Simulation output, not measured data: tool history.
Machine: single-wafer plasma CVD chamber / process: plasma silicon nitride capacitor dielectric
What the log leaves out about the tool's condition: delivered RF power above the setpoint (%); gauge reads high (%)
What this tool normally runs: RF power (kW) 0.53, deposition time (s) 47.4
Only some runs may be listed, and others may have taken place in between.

run,hour,RF power (kW),deposition time (s),wafers since the last listed run,hours since the last RF generator calibration,hours since the showerhead was replaced,hours since the gauge calibration,"read-back reference wafer on the same gauge, thickness_nm",mean film thickness on the monitor wafer (angstrom)
1,0,0.53,47.4,0,1374.9,6441.5,349.3,89.115,740.75
2,101.2,0.53,47.4,1604,1476.1,6542.7,450.5,89.063,740.03
3,137.7,0.53,47.4,578,1512.6,6579.2,487,89.09,739.44
4,189.1,0.6,47.4,814,1564,6630.6,538.4,89.069,755.37
5,241.3,0.6,47.4,827,1616.2,6682.8,590.6,89.08,754.01
6,282,0.53,43.9,645,1656.9,6723.5,631.3,89.145,685.73
7,319.8,0.53,47.4,599,1694.7,6761.3,669.1,89.109,739.78
8,421.2,0.53,47.4,1607,1796.1,6862.7,770.5,89.115,740.02
9,479.2,0.53,47.4,919,1854.1,6920.7,828.5,89.106,738.73
# hour 543.3: gauge calibrated
10,544.7,0.495,47.4,1038,1919.6,6986.2,1.4,89.099,731.16
11,588.2,0.53,53.3,689,1963.1,7029.7,44.9,89.107,832.68
12,660,0.53,53.3,1138,2034.9,7101.5,116.7,89.117,830.33
13,748.7,0.53,47.4,1405,2123.6,7190.2,205.4,89.103,736.95
14,843.5,0.585,38.6,1502,2218.4,7285,300.2,89.101,610.56
# hour 917.9: RF generator calibrated
# hour 919.9: showerhead replaced
15,927.1,0.425,44.7,1166,9.2,7.2,383.8,89.129,679.84
16,974.4,0.53,56.1,749,56.5,54.5,431.1,89.095,880.36
17,1064.5,0.605,44.5,1428,146.6,144.6,521.2,89.096,713.97
18,1132,0.43,54.8,1069,214.1,212.1,588.7,89.08,836.82
19,1169.9,0.455,44.3,600,252,250,626.6,89.114,680.43
20,1261.6,0.57,43,1453,343.7,341.7,718.3,89.061,682.32
21,1345.9,0.59,42.4,1336,428,426,802.6,89.069,676.98
# hour 1362.6: gauge calibrated
22,1389.9,0.615,51.2,697,472,470,27.3,89.101,821
23,1426.9,0.46,39.7,586,509,507,64.3,89.103,609.79
24,1499.5,0.53,47.4,1150,581.6,579.6,136.9,89.095,743.52

Subtracting, for every run, the result it would have given without the tool's unlogged condition from the measured result gives the following. The same run-to-run variation enters both numbers; the gauge's scatter may not:
run,mean film thickness on the monitor wafer (angstrom)
1,-3.18
2,-3.6
3,-3.75
4,-4.07
5,-4.3
6,-4.09
7,-4.59
8,-5.11
9,-5.41
10,-5.7
11,-6.77
12,-7.22
13,-6.95
14,-6.25
15,-0.46
16,-0.61
17,-0.52
18,-0.64
19,-0.54
20,-0.62
21,-0.7
22,-0.91
23,-0.72
24,-0.99

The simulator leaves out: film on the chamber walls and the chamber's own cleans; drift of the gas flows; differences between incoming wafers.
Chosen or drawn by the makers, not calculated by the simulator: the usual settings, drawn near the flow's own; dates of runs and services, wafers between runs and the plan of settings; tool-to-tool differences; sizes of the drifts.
